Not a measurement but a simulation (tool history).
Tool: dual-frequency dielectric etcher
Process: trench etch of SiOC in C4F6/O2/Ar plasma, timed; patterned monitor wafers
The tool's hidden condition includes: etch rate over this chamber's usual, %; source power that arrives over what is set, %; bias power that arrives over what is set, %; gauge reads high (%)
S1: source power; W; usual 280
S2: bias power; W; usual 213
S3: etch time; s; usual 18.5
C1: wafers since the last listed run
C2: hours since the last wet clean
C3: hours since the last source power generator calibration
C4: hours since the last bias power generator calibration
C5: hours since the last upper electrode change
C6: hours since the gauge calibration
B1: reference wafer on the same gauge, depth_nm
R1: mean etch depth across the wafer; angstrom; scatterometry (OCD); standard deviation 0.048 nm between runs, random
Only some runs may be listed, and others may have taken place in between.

| run | day | S1 | S2 | S3 | C1 | C2 | C3 | C4 | C5 | C6 | B1 | R1 |
|---|---|---|---|---|---|---|---|---|---|---|---|---|
| 1 | 0.000 | 280 | 213 | 18.5 | 0 | 356.9 | 4304.6 | 1878.1 | 1911.5 | 359.5 | 27.43 | 320.1 |
| 2 | 1.788 | 280 | 196 | 20.0 | 845 | 399.8 | 4347.5 | 1921.0 | 1954.4 | 402.4 | 27.39 | 339.6 |
| 3 | 4.167 | 280 | 213 | 18.5 | 1125 | 456.9 | 4404.6 | 1978.1 | 2011.5 | 459.5 | 27.39 | 318.5 |
| 4 | 8.267 | 280 | 213 | 18.5 | 1940 | 555.3 | 4503.0 | 2076.5 | 2109.9 | 557.9 | 27.41 | 318.7 |
|  | 10.188 | source power generator calibrated |
|  | 11.308 | wet clean of the chamber |
| 5 | 11.329 | 280 | 213 | 22.0 | 897 | 0.5 | 27.4 | 2150.0 | 2183.4 | 631.4 | 27.39 | 382.3 |
| 6 | 13.054 | 280 | 213 | 22.0 | 816 | 41.9 | 68.8 | 2191.4 | 2224.8 | 672.8 | 27.41 | 382.0 |
| 7 | 14.271 | 280 | 213 | 22.0 | 575 | 71.1 | 98.0 | 2220.6 | 2254.0 | 702.0 | 27.41 | 382.9 |
|  | 16.683 | gauge calibrated |
| 8 | 17.179 | 280 | 213 | 18.5 | 1376 | 140.9 | 167.8 | 2290.4 | 2323.8 | 11.9 | 27.40 | 320.3 |
| 9 | 19.425 | 280 | 246 | 18.5 | 1062 | 194.8 | 221.7 | 2344.3 | 2377.7 | 65.8 | 27.42 | 330.9 |
| 10 | 21.362 | 280 | 213 | 13.0 | 916 | 241.3 | 268.2 | 2390.8 | 2424.2 | 112.3 | 27.41 | 224.4 |
|  | 22.529 | upper electrode replaced |
| 11 | 22.762 | 280 | 259 | 17.0 | 189 | 274.9 | 301.8 | 2424.4 | 5.6 | 145.9 | 27.38 | 308.3 |
|  | 23.492 | bias power generator calibrated |
| 12 | 25.654 | 280 | 249 | 21.0 | 1289 | 344.3 | 371.2 | 51.9 | 75.0 | 215.3 | 27.40 | 376.0 |
| 13 | 26.675 | 280 | 213 | 18.5 | 483 | 368.8 | 395.7 | 76.4 | 99.5 | 239.8 | 27.41 | 317.9 |
| 14 | 28.408 | 340 | 256 | 15.5 | 820 | 410.4 | 437.3 | 118.0 | 141.1 | 281.4 | 27.40 | 296.3 |
| 15 | 31.104 | 280 | 213 | 18.5 | 1275 | 475.1 | 502.0 | 182.7 | 205.8 | 346.1 | 27.40 | 317.3 |
| 16 | 32.104 | 280 | 165 | 18.5 | 473 | 499.1 | 526.0 | 206.7 | 229.8 | 370.1 | 27.41 | 298.6 |

Each row is a separate what-if for the run after 16, all from the same tool condition, not one after another. Results?
| A | 32.121 | 280 | 213 | 18.5 | 7 | 499.5 | 526.4 | 207.1 | 230.2 | 370.5 | ? | ? |
| B | 32.121 | 320 | 193 | 20.5 | 7 | 499.5 | 526.4 | 207.1 | 230.2 | 370.5 | ? | ? |
| C | 32.121 | 240 | 213 | 18.5 | 7 | 499.5 | 526.4 | 207.1 | 230.2 | 370.5 | ? | ? |
| D | 32.121 | 250 | 229 | 16.5 | 7 | 499.5 | 526.4 | 207.1 | 230.2 | 370.5 | ? | ? |

| run | B1 | R1 |
|---|---|---|
| A | 27.42 | 316.4 |
| B | 27.42 | 357.1 |
| C | 27.42 | 301.9 |
| D | 27.42 | 277.6 |
With the hidden condition removed and each run's random variation left untouched, the same runs would have given:
| run | R1 |
|---|---|
| A | 323.1 |
| B | 364.7 |
| C | 308.3 |
| D | 283.4 |
